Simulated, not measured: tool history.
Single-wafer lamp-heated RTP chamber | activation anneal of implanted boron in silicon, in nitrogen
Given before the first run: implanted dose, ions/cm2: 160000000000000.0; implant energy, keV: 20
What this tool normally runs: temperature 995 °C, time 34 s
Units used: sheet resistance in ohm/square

| run | hour | temperature | time | read-back reference wafer on the same gauge, sheet resistance | sheet resistance |
|---|---|---|---|---|---|
| 1 | 0.0 | 995 | 43 | 549.24 | 549.88 |
| 2 | 17.5 | 1019 | 46 | 549.06 | 546.61 |
| 3 | 47.3 | 1019 | 46 | 549.17 | 545.13 |
| 4 | 71.7 | 995 | 34 | 548.98 | 549.45 |
| 5 | 107.3 | 995 | 34 | 548.80 | 549.77 |
|  | 126.3 | pyrometer window cleaned and pyrometer calibrated |
| 6 | 138.7 | 995 | 34 | 548.97 | 551.08 |
| 7 | 155.9 | 1016 | 39 | 548.79 | 546.32 |
| 8 | 179.3 | 1016 | 39 | 549.01 | 547.85 |
| 9 | 205.1 | 971 | 14 | 549.29 | 569.40 |
|  | 225.4 | gauge calibrated |
| 10 | 230.2 | 995 | 51 | 549.08 | 548.01 |
|  | 284.3 | reflector plate cleaned |
|  | 310.6 | pyrometer window cleaned and pyrometer calibrated |
| 11 | 311.1 | 986 | 34 | 548.92 | 551.83 |
| 12 | 330.9 | 995 | 46 | 549.05 | 549.38 |
| 13 | 360.3 | 995 | 34 | 548.73 | 550.26 |
| 14 | 383.0 | 995 | 45 | 549.34 | 549.42 |
| 15 | 407.4 | 995 | 34 | 548.88 | 549.53 |
| 16 | 424.0 | 995 | 34 | 549.34 | 549.89 |

The tool's hidden state at each run:
true wafer temperature minus pyrometer reading, K: 0 at every run
wafer temperature error from the tarnished reflector plate, K: 0 at every run
gauge reads high (%): 0 at every run

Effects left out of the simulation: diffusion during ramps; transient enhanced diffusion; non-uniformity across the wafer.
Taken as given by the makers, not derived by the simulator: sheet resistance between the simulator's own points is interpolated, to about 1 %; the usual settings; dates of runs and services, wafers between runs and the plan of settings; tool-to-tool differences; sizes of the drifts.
